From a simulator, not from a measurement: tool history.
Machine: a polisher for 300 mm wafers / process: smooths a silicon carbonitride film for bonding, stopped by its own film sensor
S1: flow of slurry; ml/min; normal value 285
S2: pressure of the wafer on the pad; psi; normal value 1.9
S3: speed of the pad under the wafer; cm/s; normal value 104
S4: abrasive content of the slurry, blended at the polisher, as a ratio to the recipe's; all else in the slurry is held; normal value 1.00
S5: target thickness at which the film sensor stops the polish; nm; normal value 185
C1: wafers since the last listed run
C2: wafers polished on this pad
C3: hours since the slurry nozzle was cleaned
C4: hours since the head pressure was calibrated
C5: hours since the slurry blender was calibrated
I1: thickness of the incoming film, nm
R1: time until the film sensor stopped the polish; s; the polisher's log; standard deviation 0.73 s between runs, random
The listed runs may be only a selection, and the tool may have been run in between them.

| run | hour | S1 | S2 | S3 | S4 | S5 | C1 | C2 | C3 | C4 | C5 | I1 | R1 |
|---|---|---|---|---|---|---|---|---|---|---|---|---|---|
| 1 | 0.0 | 285 | 1.9 | 104 | 1.00 | 185 | 0 | 1173 | 468.4 | 195.4 | 289.0 | 207.4 | 82.0 |
|  | 42.2 | worn pad replaced by a new one |
| 2 | 50.5 | 285 | 1.9 | 104 | 1.00 | 185 | 301 | 53 | 518.9 | 245.9 | 339.5 | 209.4 | 88.2 |
| 3 | 94.3 | 285 | 1.9 | 104 | 1.00 | 185 | 284 | 337 | 562.7 | 289.7 | 383.3 | 209.7 | 91.8 |
| 4 | 135.9 | 285 | 1.9 | 104 | 1.00 | 185 | 269 | 607 | 604.3 | 331.3 | 424.9 | 210.5 | 94.5 |
|  | 152.0 | slurry blender recalibrated |
| 5 | 161.1 | 315 | 1.9 | 104 | 1.00 | 191 | 150 | 758 | 629.5 | 356.5 | 9.1 | 212.5 | 79.3 |
| 6 | 199.2 | 315 | 1.9 | 104 | 1.00 | 191 | 247 | 1005 | 667.6 | 394.6 | 47.2 | 212.0 | 77.1 |
| 7 | 236.9 | 315 | 1.9 | 104 | 1.00 | 191 | 244 | 1250 | 705.3 | 432.3 | 84.9 | 209.0 | 66.0 |
|  | 248.3 | slurry nozzle cleaned |
|  | 277.5 | worn pad replaced by a new one |
| 8 | 296.5 | 285 | 1.9 | 104 | 1.00 | 181 | 354 | 123 | 48.2 | 491.9 | 144.5 | 209.6 | 104.0 |
| 9 | 357.6 | 285 | 1.9 | 104 | 1.00 | 181 | 396 | 519 | 109.3 | 553.0 | 205.6 | 208.4 | 98.0 |
| 10 | 394.5 | 285 | 1.9 | 104 | 1.00 | 185 | 239 | 759 | 146.2 | 589.9 | 242.5 | 210.2 | 89.6 |
| 11 | 437.4 | 285 | 1.9 | 104 | 1.00 | 185 | 278 | 1037 | 189.1 | 632.8 | 285.4 | 210.2 | 90.6 |
| 12 | 484.3 | 285 | 1.9 | 104 | 1.00 | 185 | 304 | 1341 | 236.0 | 679.7 | 332.3 | 209.4 | 87.4 |
|  | 492.4 | worn pad replaced by a new one |
| 13 | 537.6 | 285 | 1.9 | 104 | 1.00 | 185 | 319 | 293 | 289.3 | 733.0 | 385.6 | 211.6 | 96.0 |
| 14 | 593.3 | 235 | 1.9 | 104 | 1.00 | 185 | 361 | 654 | 345.0 | 788.7 | 441.3 | 207.7 | 84.8 |
|  | 611.3 | slurry blender recalibrated |
| 15 | 636.4 | 225 | 1.9 | 130 | 1.00 | 185 | 266 | 921 | 388.1 | 831.8 | 25.1 | 209.6 | 77.3 |
| 16 | 680.3 | 285 | 2.2 | 134 | 1.25 | 188 | 284 | 1206 | 432.0 | 875.7 | 69.0 | 208.9 | 49.7 |
|  | 715.2 | worn pad replaced by a new one |
| 17 | 740.3 | 380 | 1.9 | 104 | 1.20 | 185 | 363 | 162 | 492.0 | 935.7 | 129.0 | 210.0 | 84.3 |
| 18 | 794.0 | 285 | 1.9 | 104 | 1.00 | 185 | 348 | 511 | 545.7 | 989.4 | 182.7 | 210.7 | 94.4 |
| 19 | 823.0 | 285 | 1.5 | 104 | 0.80 | 181 | 188 | 699 | 574.7 | 1018.4 | 211.7 | 213.3 | 164.3 |
|  | 845.1 | head pressure recalibrated |
| 20 | 849.5 | 375 | 1.9 | 104 | 1.00 | 193 | 158 | 858 | 601.2 | 4.4 | 238.2 | 208.7 | 56.4 |
|  | 908.2 | slurry nozzle cleaned |
| 21 | 912.9 | 285 | 1.9 | 86 | 0.90 | 185 | 404 | 1263 | 4.7 | 67.8 | 301.6 | 209.2 | 103.1 |
|  | 950.2 | worn pad replaced by a new one |
| 22 | 957.5 | 285 | 2.6 | 104 | 0.90 | 185 | 263 | 47 | 49.3 | 112.4 | 346.2 | 208.9 | 65.0 |
|  | 962.6 | slurry blender recalibrated |
| 23 | 1011.8 | 315 | 2.3 | 114 | 1.00 | 185 | 339 | 386 | 103.6 | 166.7 | 49.2 | 209.4 | 66.4 |
| 24 | 1081.9 | 285 | 1.9 | 104 | 0.90 | 189 | 454 | 841 | 173.7 | 236.8 | 119.3 | 208.0 | 69.8 |
| 25 | 1128.6 | 285 | 1.9 | 104 | 1.00 | 185 | 303 | 1144 | 220.4 | 283.5 | 166.0 | 211.1 | 93.6 |
|  | 1174.0 | worn pad replaced by a new one |
| 26 | 1196.4 | 285 | 1.5 | 104 | 1.25 | 194 | 413 | 145 | 288.2 | 351.3 | 233.8 | 209.1 | 64.9 |
| 27 | 1234.7 | 345 | 1.3 | 104 | 1.20 | 191 | 248 | 393 | 326.5 | 389.6 | 272.1 | 210.4 | 95.0 |

Predict each of these 4 candidate next runs independently; none follows another, all start after run 27:
| A | 1235.1 | 285 | 1.9 | 104 | 0.80 | 185 | 2 | 396 | 326.9 | 390.0 | 272.5 | 208.0 | ? |
| B | 1235.1 | 285 | 1.2 | 104 | 0.80 | 178 | 2 | 396 | 326.9 | 390.0 | 272.5 | 208.0 | ? |
| C | 1235.1 | 330 | 1.9 | 104 | 1.00 | 185 | 2 | 396 | 326.9 | 390.0 | 272.5 | 208.0 | ? |
| D | 1235.1 | 285 | 1.9 | 104 | 1.00 | 188 | 2 | 396 | 326.9 | 390.0 | 272.5 | 208.0 | ? |

| run | R1 |
|---|---|
| A | 90.4 |
| B | 186.6 |
| C | 82.6 |
| D | 73.0 |
Take away the tool's hidden state, keep each run's random variation, and the runs would have read:
| run | R1 |
|---|---|
| A | 88.9 |
| B | 183.6 |
| C | 81.5 |
| D | 71.8 |

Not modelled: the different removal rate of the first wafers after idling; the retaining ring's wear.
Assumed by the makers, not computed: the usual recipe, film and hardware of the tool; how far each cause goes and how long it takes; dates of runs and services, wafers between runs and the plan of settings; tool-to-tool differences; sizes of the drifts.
